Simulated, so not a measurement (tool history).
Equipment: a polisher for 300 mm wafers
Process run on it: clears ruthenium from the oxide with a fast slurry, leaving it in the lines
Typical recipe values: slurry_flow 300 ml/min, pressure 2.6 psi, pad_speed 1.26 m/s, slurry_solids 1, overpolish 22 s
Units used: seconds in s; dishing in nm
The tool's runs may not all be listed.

run	day	slurry_flow	pressure	pad_speed	slurry_solids	overpolish	incoming thickness of the incoming film, nm	seconds	dishing
1	0	300	2.6	1.26	1	31	251.1	76.6	68.3
# day 0.404: slurry blender recalibrated
2	1.446	300	2.6	1.26	1	22	253.4	68.8	56.5
3	2.279	300	2.6	1.36	1	22	248.1	65.5	57.9
4	2.825	300	2.6	1.36	1	22	251.6	68.2	56
5	3.796	300	2.6	1.36	1	22	252.6	68.4	56.4
6	4.654	300	2.6	1.26	1	22	250.6	73.4	51.5
7	5.992	300	2.6	1.26	1	12	251.5	76.5	29.7
# day 6.883: worn pad replaced by a new one
8	6.9	300	2.6	1.26	1	33	246.8	75.3	71.9
9	7.646	300	2.6	1.26	1	22	252.5	78.2	50.7
# day 8.575: head pressure recalibrated
10	9.038	300	2.2	1.26	1	22	250.8	89.7	43.2
# day 9.35: slurry blender recalibrated
11	11.45	300	3.2	1.54	1.3	22	251.7	44.1	80.5
12	12.471	300	2.2	1.06	1	32	254.3	103.6	55.5
13	13.075	230	3.5	1	1	22	246	74.8	52.4
14	14.458	205	2.6	1.04	1	22	247.5	100.9	39.5
# day 15.392: slurry nozzle cleaned
# day 15.792: worn pad replaced by a new one
15	15.908	250	2.6	1.26	1	17	250.3	72.7	42.6
16	16.571	300	2.6	1.26	1	22	254.8	72.8	52.9
17	18.054	300	2.6	1.26	1	22	251.8	74.3	53.7
18	18.917	200	1.8	1.26	1	22	246.2	105.8	38.1
# day 19.258: slurry blender recalibrated
19	20.358	300	2.6	1.26	1	22	245.6	65.8	57.6
20	21.458	300	3.1	1.26	0.75	14	249.6	75.4	34
21	22.512	300	2.6	1.26	1	22	250.9	69.7	53.1
22	23.504	335	3.3	1.26	1	22	250	56.2	65
# day 24.229: worn pad replaced by a new one
23	24.992	250	2.6	1.26	1	22	249.2	75.5	50.8
24	26.088	300	2.6	1.26	0.85	22	246.1	84.9	45.7
25	26.771	270	2.6	1.02	1	33	250.2	90.5	63.1
# day 27.192: head pressure recalibrated
# day 28.171: slurry blender recalibrated
26	28.233	395	2.3	1.58	1.25	22	248.3	51.7	72.1
27	29.579	195	2.6	0.96	1.15	9	248.3	83.5	20.9

Predict each of these 5 candidate next runs independently; none follows another, all start after run 27:
A	29.6	300	2.6	1.26	1	22	248.7	?	?
B	29.6	300	2.6	1.6	1	22	248.7	?	?
C	29.6	300	3.5	1.26	0.85	28	248.7	?	?
D	29.6	385	2.6	1.26	1	22	248.7	?	?
E	29.6	300	2.9	1.26	1	29	248.7	?	?

run	seconds	dishing
A	68.8	56.3
B	56.6	66.4
C	59.7	77.1
D	66.8	57.8
E	62.3	76.7
Had the tool no hidden state, the same runs would have come out as:
run	seconds	dishing
A	63.1	60.6
B	51.8	71.3
C	54.3	83
D	61.7	61.7
E	57.1	82.1
